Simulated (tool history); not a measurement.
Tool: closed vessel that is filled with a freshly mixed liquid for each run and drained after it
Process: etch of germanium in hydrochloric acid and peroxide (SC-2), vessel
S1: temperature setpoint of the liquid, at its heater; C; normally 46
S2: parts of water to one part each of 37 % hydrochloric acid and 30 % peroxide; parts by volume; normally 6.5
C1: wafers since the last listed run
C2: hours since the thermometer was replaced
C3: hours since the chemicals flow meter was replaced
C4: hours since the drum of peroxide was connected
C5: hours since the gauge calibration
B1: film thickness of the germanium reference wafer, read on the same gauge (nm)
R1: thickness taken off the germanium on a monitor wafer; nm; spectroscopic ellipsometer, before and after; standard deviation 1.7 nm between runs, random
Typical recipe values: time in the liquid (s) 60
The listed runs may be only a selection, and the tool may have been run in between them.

{"run": 1, "hour": 0.0, "S1": 46, "S2": 6.5, "time in the liquid (s)": 60, "C1": 0, "C2": 291.8, "C3": 1295.2, "C4": 194.3, "C5": 259.1, "B1": 149.99, "R1": 182.1}
{"run": 2, "hour": 40.9, "S1": 46, "S2": 6.5, "time in the liquid (s)": 60, "C1": 3272, "C2": 332.7, "C3": 1336.1, "C4": 235.2, "C5": 300, "B1": 150, "R1": 176.61}
{"run": 3, "hour": 67.2, "S1": 46, "S2": 6.5, "time in the liquid (s)": 60, "C1": 2104, "C2": 359, "C3": 1362.4, "C4": 261.5, "C5": 326.3, "B1": 150, "R1": 180.45}
{"run": 4, "hour": 124.5, "S1": 46, "S2": 6.5, "time in the liquid (s)": 80, "C1": 4584, "C2": 416.3, "C3": 1419.7, "C4": 318.8, "C5": 383.6, "B1": 150, "R1": 236.59}
{"run": 5, "hour": 169.5, "S1": 46, "S2": 6.5, "time in the liquid (s)": 80, "C1": 3600, "C2": 461.3, "C3": 1464.7, "C4": 363.8, "C5": 428.6, "B1": 149.99, "R1": 234.74}
{"run": 6, "hour": 217.8, "S1": 46, "S2": 6.5, "time in the liquid (s)": 60, "C1": 3864, "C2": 509.6, "C3": 1513, "C4": 412.1, "C5": 476.9, "B1": 150, "R1": 175.04}
{"hour": 281.8, "done": "thermometer replaced"}
{"run": 7, "hour": 357.8, "S1": 46, "S2": 6.5, "time in the liquid (s)": 60, "C1": 11121, "C2": 76, "C3": 1653, "C4": 552.1, "C5": 616.9, "B1": 150.02, "R1": 184.99}
{"run": 8, "hour": 382.9, "S1": 46, "S2": 6.5, "time in the liquid (s)": 70, "C1": 2008, "C2": 101.1, "C3": 1678.1, "C4": 577.2, "C5": 642, "B1": 149.99, "R1": 216.63}
{"hour": 403.1, "done": "chemicals flow meter replaced"}
{"run": 9, "hour": 413.1, "S1": 46, "S2": 6.5, "time in the liquid (s)": 60, "C1": 2336, "C2": 131.3, "C3": 10, "C4": 607.4, "C5": 672.2, "B1": 150, "R1": 186.1}
{"run": 10, "hour": 452.7, "S1": 46, "S2": 6.5, "time in the liquid (s)": 60, "C1": 3168, "C2": 170.9, "C3": 49.6, "C4": 647, "C5": 711.8, "B1": 150.02, "R1": 185.39}
{"run": 11, "hour": 505.5, "S1": 46, "S2": 6.5, "time in the liquid (s)": 60, "C1": 4224, "C2": 223.7, "C3": 102.4, "C4": 699.8, "C5": 764.6, "B1": 149.98, "R1": 183.98}
{"run": 12, "hour": 557.6, "S1": 53.5, "S2": 5.5, "time in the liquid (s)": 60, "C1": 4168, "C2": 275.8, "C3": 154.5, "C4": 751.9, "C5": 816.7, "B1": 149.99, "R1": 230.8}
{"hour": 572.6, "done": "new drum of peroxide connected"}
{"run": 13, "hour": 600.6, "S1": 46, "S2": 5.5, "time in the liquid (s)": 35, "C1": 3360, "C2": 318.8, "C3": 197.5, "C4": 28, "C5": 859.7, "B1": 149.98, "R1": 106.24}
{"hour": 620.9, "done": "gauge calibrated"}
{"run": 14, "hour": 633.6, "S1": 46, "S2": 6.5, "time in the liquid (s)": 60, "C1": 2640, "C2": 351.8, "C3": 230.5, "C4": 61, "C5": 12.7, "B1": 150.01, "R1": 180.7}
{"run": 15, "hour": 662.1, "S1": 46, "S2": 4.5, "time in the liquid (s)": 60, "C1": 2280, "C2": 380.3, "C3": 259, "C4": 89.5, "C5": 41.2, "B1": 150.02, "R1": 182.81}
{"hour": 803.7, "done": "thermometer replaced"}
{"run": 16, "hour": 832.4, "S1": 46, "S2": 8.5, "time in the liquid (s)": 35, "C1": 13545, "C2": 28.7, "C3": 429.3, "C4": 259.8, "C5": 211.5, "B1": 150.02, "R1": 107.84}
{"run": 17, "hour": 960.9, "S1": 55, "S2": 4, "time in the liquid (s)": 85, "C1": 10281, "C2": 157.2, "C3": 557.8, "C4": 388.3, "C5": 340, "B1": 150.03, "R1": 358.62}
{"run": 18, "hour": 990.9, "S1": 37.5, "S2": 6.5, "time in the liquid (s)": 60, "C1": 2400, "C2": 187.2, "C3": 587.8, "C4": 418.3, "C5": 370, "B1": 150.02, "R1": 139.15}
{"run": 19, "hour": 1016.6, "S1": 46, "S2": 6.5, "time in the liquid (s)": 80, "C1": 2056, "C2": 212.9, "C3": 613.5, "C4": 444, "C5": 395.7, "B1": 150, "R1": 244.59}
{"run": 20, "hour": 1058.0, "S1": 54, "S2": 4, "time in the liquid (s)": 60, "C1": 3312, "C2": 254.3, "C3": 654.9, "C4": 485.4, "C5": 437.1, "B1": 150.01, "R1": 234.63}
{"run": 21, "hour": 1119.7, "S1": 46, "S2": 6.5, "time in the liquid (s)": 60, "C1": 4936, "C2": 316, "C3": 716.6, "C4": 547.1, "C5": 498.8, "B1": 150, "R1": 180.36}

Consider 5 possible next runs. They are alternatives, not a sequence: every one starts from the tool as it was left by run 21. What does each give?
{"run": "A", "hour": 1120.4, "S1": 46, "S2": 7.5, "time in the liquid (s)": 60, "C1": 56, "C2": 316.7, "C3": 717.3, "C4": 547.8, "C5": 499.5, "B1": "?", "R1": "?"}
{"run": "B", "hour": 1120.4, "S1": 46, "S2": 5, "time in the liquid (s)": 60, "C1": 56, "C2": 316.7, "C3": 717.3, "C4": 547.8, "C5": 499.5, "B1": "?", "R1": "?"}
{"run": "C", "hour": 1120.4, "S1": 41.5, "S2": 4, "time in the liquid (s)": 90, "C1": 56, "C2": 316.7, "C3": 717.3, "C4": 547.8, "C5": 499.5, "B1": "?", "R1": "?"}
{"run": "D", "hour": 1120.4, "S1": 51.5, "S2": 9, "time in the liquid (s)": 90, "C1": 56, "C2": 316.7, "C3": 717.3, "C4": 547.8, "C5": 499.5, "B1": "?", "R1": "?"}
{"run": "E", "hour": 1120.4, "S1": 52.5, "S2": 5.5, "time in the liquid (s)": 80, "C1": 56, "C2": 316.7, "C3": 717.3, "C4": 547.8, "C5": 499.5, "B1": "?", "R1": "?"}

run=A B1=150.01 R1=179.57
run=B B1=150.01 R1=182.25
run=C B1=150.01 R1=235.12
run=D B1=150.01 R1=317.81
run=E B1=150.01 R1=299.74
Stripped of hidden state, with their random variation kept, the same runs would have yielded:
run=A R1=189.21
run=B R1=192.14
run=C R1=248.35
run=D R1=334.11
run=E R1=315.26

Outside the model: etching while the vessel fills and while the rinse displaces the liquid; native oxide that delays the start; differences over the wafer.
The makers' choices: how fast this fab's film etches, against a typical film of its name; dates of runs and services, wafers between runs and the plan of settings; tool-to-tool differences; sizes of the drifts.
